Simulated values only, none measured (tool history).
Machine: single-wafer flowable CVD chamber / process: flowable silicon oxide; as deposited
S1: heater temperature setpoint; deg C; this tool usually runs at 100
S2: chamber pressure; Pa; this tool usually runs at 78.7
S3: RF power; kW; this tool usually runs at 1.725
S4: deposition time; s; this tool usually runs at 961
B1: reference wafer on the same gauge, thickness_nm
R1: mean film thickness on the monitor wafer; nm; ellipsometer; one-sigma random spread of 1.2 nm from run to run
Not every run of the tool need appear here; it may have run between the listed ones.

run 1 hour=0 | S1=96 S2=78.7 S3=1.725 S4=961 | B1=403.146 | R1=413.042
run 2 hour=63.1 | S1=100 S2=78.7 S3=1.725 S4=1027 | B1=402.734 | R1=394.278
run 3 hour=128.9 | S1=100 S2=78.7 S3=1.725 S4=1027 | B1=402.889 | R1=393.729
run 4 hour=180.9 | S1=100 S2=78.7 S3=1.725 S4=1027 | B1=402.944 | R1=395.958
run 5 hour=271 | S1=100 S2=78.7 S3=1.725 S4=961 | B1=402.852 | R1=371.215
-- hour=284.7 gauge calibrated
run 6 hour=317.8 | S1=100 S2=78.7 S3=1.725 S4=961 | B1=402.63 | R1=370.327
run 7 hour=400.4 | S1=100 S2=78.7 S3=1.725 S4=961 | B1=403.159 | R1=369.519
run 8 hour=487.2 | S1=100 S2=78.7 S3=1.725 S4=961 | B1=403.161 | R1=369.164
-- hour=561.5 thermocouple changed; heater temperature recalibrated
run 9 hour=592.7 | S1=107 S2=78.7 S3=1.725 S4=1033 | B1=402.859 | R1=322.975
-- hour=602.8 showerhead replaced
run 10 hour=632.1 | S1=107 S2=78.7 S3=1.725 S4=1033 | B1=403.19 | R1=320.978
run 11 hour=679 | S1=107 S2=78.7 S3=1.725 S4=1033 | B1=403.14 | R1=322.946
run 12 hour=718 | S1=88 S2=78.7 S3=1.725 S4=961 | B1=402.824 | R1=522.81
run 13 hour=801.3 | S1=86 S2=65.6 S3=1.725 S4=961 | B1=403.051 | R1=459.001
run 14 hour=899.3 | S1=100 S2=87.3 S3=1.725 S4=911 | B1=402.988 | R1=389.436
run 15 hour=992.3 | S1=100 S2=92.1 S3=1.725 S4=961 | B1=402.801 | R1=430.565
run 16 hour=1051.1 | S1=100 S2=78.7 S3=1.725 S4=961 | B1=402.928 | R1=365.676
run 17 hour=1117.6 | S1=107 S2=60.5 S3=1.955 S4=895 | B1=403.403 | R1=223.986
-- hour=1205.7 RF generator calibrated
run 18 hour=1224.4 | S1=100 S2=78.7 S3=1.725 S4=961 | B1=403.098 | R1=376.277
-- hour=1235.6 gauge calibrated
-- hour=1242.8 capacitance manometer re-zeroed and calibrated
run 19 hour=1293.3 | S1=105 S2=60.1 S3=1.725 S4=1088 | B1=403.036 | R1=282.137
run 20 hour=1359.5 | S1=93 S2=98.1 S3=1.83 S4=909 | B1=403.009 | R1=552.452
run 21 hour=1432.6 | S1=100 S2=78.7 S3=1.725 S4=961 | B1=403.227 | R1=373.861

What will run 22 give?
run 22 hour=1477.3 | S1=100 S2=78.7 S3=1.725 S4=961 | B1=? | R1=?

B1: 402.864
R1: 376.189 nm
If the tool had no hidden condition, the same run with the same run-to-run variation would have returned R1 379.817 nm.
